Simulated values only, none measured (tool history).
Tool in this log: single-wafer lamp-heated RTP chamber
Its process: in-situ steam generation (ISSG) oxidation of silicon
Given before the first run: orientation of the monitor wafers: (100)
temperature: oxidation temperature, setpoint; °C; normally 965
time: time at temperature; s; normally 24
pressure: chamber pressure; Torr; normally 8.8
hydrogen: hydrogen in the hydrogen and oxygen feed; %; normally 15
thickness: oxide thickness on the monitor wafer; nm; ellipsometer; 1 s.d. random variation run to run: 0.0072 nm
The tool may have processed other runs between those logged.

run,hour,temperature,time,pressure,hydrogen,"read-back reference wafer on the same gauge, thickness",thickness
1,0.0,965,24,8.8,15,5.620,4.924
2,9.7,965,24,8.8,15,5.619,4.935
3,18.2,965,24,8.8,15,5.618,4.922
4,34.8,958,24,8.8,15,5.621,4.808
5,51.0,965,24,9.5,15,5.621,4.900
6,67.9,965,24,8.8,15,5.621,4.926
# hour 88.4: hydrogen flow controller replaced
7,88.9,965,24,8.8,15,5.621,4.938
# hour 106.5: pyrometer window cleaned and pyrometer calibrated
8,107.0,965,24,8.8,15,5.616,4.768
9,109.2,955,21,7.9,21,5.620,4.702
# hour 109.3: gauge calibrated
10,123.9,978,21,10.2,15,5.622,4.627
11,163.2,965,19,8.2,11,5.618,4.059
# hour 176.7: pressure gauge zeroed
12,180.3,965,24,8.8,15,5.622,4.797
13,196.3,974,24,8.8,15,5.623,4.964
14,202.5,965,24,8.8,21,5.618,5.173
15,209.1,965,18,7.7,11,5.621,3.975
16,223.1,965,27,8.8,24,5.621,5.621

Each row is a separate what-if for the run after 16, all from the same tool condition, not one after another. Results?
A,223.6,955,24,8.8,15,?,?
B,223.6,965,32,8.8,15,?,?
C,223.6,951,24,7.4,15,?,?

run,"read-back reference wafer on the same gauge, thickness",thickness
A,5.618,4.659
B,5.618,5.521
C,5.618,4.600
Had the tool no hidden state, the same runs would have come out as:
run,thickness
A,4.595
B,5.434
C,4.538
